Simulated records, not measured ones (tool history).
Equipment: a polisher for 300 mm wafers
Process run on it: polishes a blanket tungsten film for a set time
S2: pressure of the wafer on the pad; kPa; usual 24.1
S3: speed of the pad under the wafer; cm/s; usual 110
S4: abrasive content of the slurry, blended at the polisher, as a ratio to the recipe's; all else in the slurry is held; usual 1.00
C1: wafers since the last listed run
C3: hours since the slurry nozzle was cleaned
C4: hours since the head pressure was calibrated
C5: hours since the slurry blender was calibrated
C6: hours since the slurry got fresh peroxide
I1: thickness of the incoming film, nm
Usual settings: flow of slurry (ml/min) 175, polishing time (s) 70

Run 1, day 0.000: usual settings but S3 132 cm/s; C1 0; wafers polished on this pad 695; C3 362.7; C4 911.9; C5 498.9; C6 117.1; I1 974.9. Result: film removed (Å) 4023.
Run 2, day 0.496: usual settings; C1 130; wafers polished on this pad 825; C3 374.6; C4 923.8; C5 510.8; C6 129.0; I1 991.3. Result: film removed (Å) 3476.
Run 3, day 0.875: usual settings; C1 99; wafers polished on this pad 925; C3 383.7; C4 932.9; C5 519.9; C6 138.1; I1 976.6. Result: film removed (Å) 3449.
Run 4, day 1.346: usual settings; C1 123; wafers polished on this pad 1048; C3 395.0; C4 944.2; C5 531.2; C6 149.4; I1 960.0. Result: film removed (Å) 3452.
At day 1.788: worn pad replaced by a new one.
Run 5, day 1.808: usual settings; C1 77; wafers polished on this pad 5; C3 406.1; C4 955.3; C5 542.3; C6 160.5; I1 977.5. Result: film removed (Å) 3450.
At day 1.879: slurry tank refilled with fresh slurry and peroxide.
Run 6, day 2.104: usual settings; C1 66; wafers polished on this pad 72; C3 413.2; C4 962.4; C5 549.4; C6 5.4; I1 975.8. Result: film removed (Å) 3451.
Run 7, day 2.371: usual settings; C1 70; wafers polished on this pad 142; C3 419.6; C4 968.8; C5 555.8; C6 11.8; I1 967.0. Result: film removed (Å) 3443.
At day 2.675: slurry blender recalibrated.
Run 8, day 2.704: usual settings; C1 65; wafers polished on this pad 207; C3 427.6; C4 976.8; C5 0.7; C6 19.8; I1 983.7. Result: film removed (Å) 3412.
Run 9, day 3.296: usual settings but flow of slurry (ml/min) 200; C1 155; wafers polished on this pad 363; C3 441.8; C4 991.0; C5 14.9; C6 34.0; I1 978.8. Result: film removed (Å) 3486.
Run 10, day 3.862: usual settings; C1 148; wafers polished on this pad 512; C3 455.4; C4 1004.6; C5 28.5; C6 47.6; I1 996.8. Result: film removed (Å) 3413.
Run 11, day 5.546: usual settings but S2 19.3 kPa; C1 442; wafers polished on this pad 954; C3 495.8; C4 1045.0; C5 68.9; C6 88.0; I1 974.4. Result: film removed (Å) 2931.
Run 12, day 6.050: usual settings but S3 80 cm/s, polishing time (s) 91; C1 132; wafers polished on this pad 1086; C3 507.9; C4 1057.1; C5 81.0; C6 100.1; I1 982.0. Result: film removed (Å) 3497.
At day 6.279: worn pad replaced by a new one.
Run 13, day 6.338: usual settings; C1 31; wafers polished on this pad 15; C3 514.8; C4 1064.0; C5 87.9; C6 107.0; I1 975.0. Result: film removed (Å) 3387.
Run 14, day 6.700: usual settings but flow of slurry (ml/min) 135, S4 0.90; C1 95; wafers polished on this pad 110; C3 523.5; C4 1072.7; C5 96.6; C6 115.7; I1 978.3. Result: film removed (Å) 3100.
Run 15, day 7.029: usual settings; C1 86; wafers polished on this pad 197; C3 531.4; C4 1080.6; C5 104.5; C6 123.6; I1 977.7. Result: film removed (Å) 3390.
Run 16, day 7.517: usual settings but flow of slurry (ml/min) 115, S2 28.3 kPa; C1 128; wafers polished on this pad 325; C3 543.1; C4 1092.3; C5 116.2; C6 135.3; I1 963.9. Result: film removed (Å) 3325.
Run 17, day 7.858: usual settings but S2 28.3 kPa, S3 134 cm/s, S4 0.70; C1 89; wafers polished on this pad 415; C3 551.3; C4 1100.5; C5 124.4; C6 143.5; I1 962.9. Result: film removed (Å) 3916.
At day 8.033: slurry nozzle cleaned.
Run 18, day 8.592: usual settings but flow of slurry (ml/min) 230, S4 1.10, polishing time (s) 62; C1 181; wafers polished on this pad 596; C3 13.4; C4 1118.1; C5 142.0; C6 161.1; I1 981.0. Result: film removed (Å) 3361.
At day 8.796: head pressure recalibrated.
At day 8.912: slurry tank refilled with fresh slurry and peroxide.
Run 19, day 9.104: usual settings; C1 101; wafers polished on this pad 698; C3 25.7; C4 7.4; C5 154.3; C6 4.6; I1 976.3. Result: film removed (Å) 3619.
Run 20, day 9.812: usual settings but polishing time (s) 52; C1 186; wafers polished on this pad 884; C3 42.7; C4 24.4; C5 171.3; C6 21.6; I1 983.4. Result: film removed (Å) 2691.
Run 21, day 10.246: usual settings but polishing time (s) 78; C1 113; wafers polished on this pad 998; C3 53.1; C4 34.8; C5 181.7; C6 32.0; I1 973.1. Result: film removed (Å) 4042.
Run 22, day 10.588: usual settings but flow of slurry (ml/min) 115, S2 28.3 kPa; C1 89; wafers polished on this pad 1088; C3 61.3; C4 43.0; C5 189.9; C6 40.2; I1 975.9. Result: film removed (Å) 3711.
At day 10.854: worn pad replaced by a new one.
Run 23, day 11.150: usual settings but S2 28.3 kPa, S3 90 cm/s; C1 103; wafers polished on this pad 77; C3 74.8; C4 56.5; C5 203.4; C6 53.7; I1 982.0. Result: film removed (Å) 3445.
Run 24, day 11.517: usual settings but S3 132 cm/s, S4 0.80; C1 96; wafers polished on this pad 173; C3 83.6; C4 65.3; C5 212.2; C6 62.5; I1 989.5. Result: film removed (Å) 3802.
Run 25, day 11.812: usual settings; C1 77; wafers polished on this pad 251; C3 90.7; C4 72.4; C5 219.3; C6 69.6; I1 967.8. Result: film removed (Å) 3566.
Run 26, day 12.308: usual settings but flow of slurry (ml/min) 120, S3 86 cm/s, S4 0.75, polishing time (s) 91; C1 130; wafers polished on this pad 381; C3 102.6; C4 84.3; C5 231.2; C6 81.5; I1 985.6. Result: film removed (Å) 3282.
Run 27, day 12.712: usual settings but flow of slurry (ml/min) 140, S2 29.0 kPa, S4 1.30, polishing time (s) 89; C1 106; wafers polished on this pad 487; C3 112.3; C4 94.0; C5 240.9; C6 91.2; I1 971.7. Result: film removed (Å) 5344.

Predict each of these 4 candidate next runs independently; none follows another, all start after run 27:
Run A, day 12.729: usual settings; C1 4; wafers polished on this pad 491; C3 112.7; C4 94.4; C5 241.3; C6 91.6; I1 986.8. Result: film removed (Å) ?.
Run B, day 12.729: usual settings but flow of slurry (ml/min) 190, S2 31.7 kPa; C1 4; wafers polished on this pad 491; C3 112.7; C4 94.4; C5 241.3; C6 91.6; I1 986.8. Result: film removed (Å) ?.
Run C, day 12.729: usual settings but S2 20.7 kPa, S3 82 cm/s, S4 1.10, polishing time (s) 83; C1 4; wafers polished on this pad 491; C3 112.7; C4 94.4; C5 241.3; C6 91.6; I1 986.8. Result: film removed (Å) ?.
Run D, day 12.729: usual settings but flow of slurry (ml/min) 155, S3 82 cm/s, S4 0.75; C1 4; wafers polished on this pad 491; C3 112.7; C4 94.4; C5 241.3; C6 91.6; I1 986.8. Result: film removed (Å) ?.

run  film removed (Å)
  A              3656
  B              4475
  C              3266
  D              2658
Stripped of hidden state, with their random variation kept, the same runs would have yielded:
run  film removed (Å)
  A              3710
  B              4537
  C              3314
  D              2701
